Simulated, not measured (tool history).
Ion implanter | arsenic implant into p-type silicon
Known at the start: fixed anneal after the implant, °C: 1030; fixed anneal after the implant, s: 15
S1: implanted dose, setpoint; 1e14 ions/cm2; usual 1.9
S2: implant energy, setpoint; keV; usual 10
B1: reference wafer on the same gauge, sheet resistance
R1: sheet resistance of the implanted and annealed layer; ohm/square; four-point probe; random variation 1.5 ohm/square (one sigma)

| run | day | S1 | S2 | B1 | R1 |
|---|---|---|---|---|---|
| 1 | 0 | 1.9 | 10 | 588.7 | 499.91 |
| 2 | 2.921 | 1.9 | 10 | 588.64 | 501.65 |
| 3 | 5.971 | 1.9 | 10 | 588.83 | 503.56 |
| 4 | 8.192 | 1.9 | 11.5 | 589.04 | 496.11 |
| 5 | 10.808 | 1.9 | 11.5 | 589.27 | 497.36 |
| 6 | 13.808 | 1.9 | 11.5 | 588.78 | 500.19 |
| 7 | 16.258 | 1.9 | 10 | 589.15 | 505.69 |
| 8 | 18.238 | 1.9 | 10 | 589.1 | 511.34 |
| 9 | 21.858 | 1.9 | 10 | 589.02 | 513.13 |
| 10 | 26.242 | 1.9 | 10 | 589.1 | 517.21 |
| 11 | 30.638 | 1.9 | 8.5 | 588.99 | 530.39 |
|  | 32.204 | Faraday cup replaced and dose calibrated |
| 12 | 33.133 | 1.9 | 8.5 | 589 | 505.6 |
| 13 | 36.467 | 1.9 | 8.5 | 589.39 | 503.87 |
| 14 | 39.95 | 2.28 | 10 | 588.94 | 427.71 |
| 15 | 44.017 | 2.28 | 10 | 588.96 | 430.81 |
| 16 | 45.588 | 2.31 | 10 | 588.85 | 426.43 |
| 17 | 48.517 | 1.44 | 8.5 | 589.34 | 629.06 |
| 18 | 50.408 | 1.9 | 10 | 589.09 | 499.44 |
| 19 | 53.429 | 1.9 | 10 | 588.96 | 500.89 |
| 20 | 57.508 | 1.9 | 11.5 | 589.16 | 498.15 |
| 21 | 59.142 | 2.13 | 12.5 | 588.89 | 452.25 |
| 22 | 61.129 | 1.72 | 11.5 | 589.06 | 537.43 |
| 23 | 64.329 | 1.44 | 12 | 589.6 | 615.21 |
|  | 68.1 | extraction supply calibrated |
| 24 | 68.217 | 2.44 | 13 | 589.23 | 410.22 |
| 25 | 72.062 | 2.27 | 8.5 | 589.02 | 453.61 |
|  | 73.933 | Faraday cup replaced and dose calibrated |
| 26 | 74.129 | 1.9 | 10 | 589.11 | 501.08 |
| 27 | 77.708 | 1.9 | 10 | 589.33 | 501.32 |
|  | 78.012 | gauge calibrated |
| 28 | 80.6 | 1.9 | 10 | 588.65 | 499.91 |
| 29 | 82.729 | 1.59 | 10 | 589.21 | 572.46 |
| 30 | 84.908 | 2.35 | 8 | 589.55 | 434.04 |
| 31 | 87.004 | 1.9 | 10 | 589.19 | 499.18 |
| 32 | 89.842 | 2.38 | 9 | 589.46 | 426.58 |
| 33 | 92.367 | 1.63 | 7 | 588.83 | 588.78 |
| 34 | 96.258 | 1.44 | 11 | 589.01 | 620.35 |
| 35 | 97.788 | 2.29 | 11 | 589.12 | 432.37 |
| 36 | 100.383 | 1.9 | 10 | 588.91 | 510.23 |

5 ways to go on from here, each from the tool as it stands after run 36. What would each give?
| A | 100.4 | 1.37 | 10 | ? | ? |
| B | 100.4 | 2.43 | 10 | ? | ? |
| C | 100.4 | 2.11 | 8.5 | ? | ? |
| D | 100.4 | 2.16 | 12.5 | ? | ? |
| E | 100.4 | 1.41 | 8.5 | ? | ? |

| run | B1 | R1 |
|---|---|---|
| A | 588.9 | 652.72 |
| B | 588.9 | 419.36 |
| C | 588.9 | 475.27 |
| D | 588.9 | 449.11 |
| E | 588.9 | 650.16 |
Without the tool's hidden state the same runs would have given:
| run | R1 |
|---|---|
| A | 641.25 |
| B | 411.85 |
| C | 466.69 |
| D | 441.14 |
| E | 638.61 |
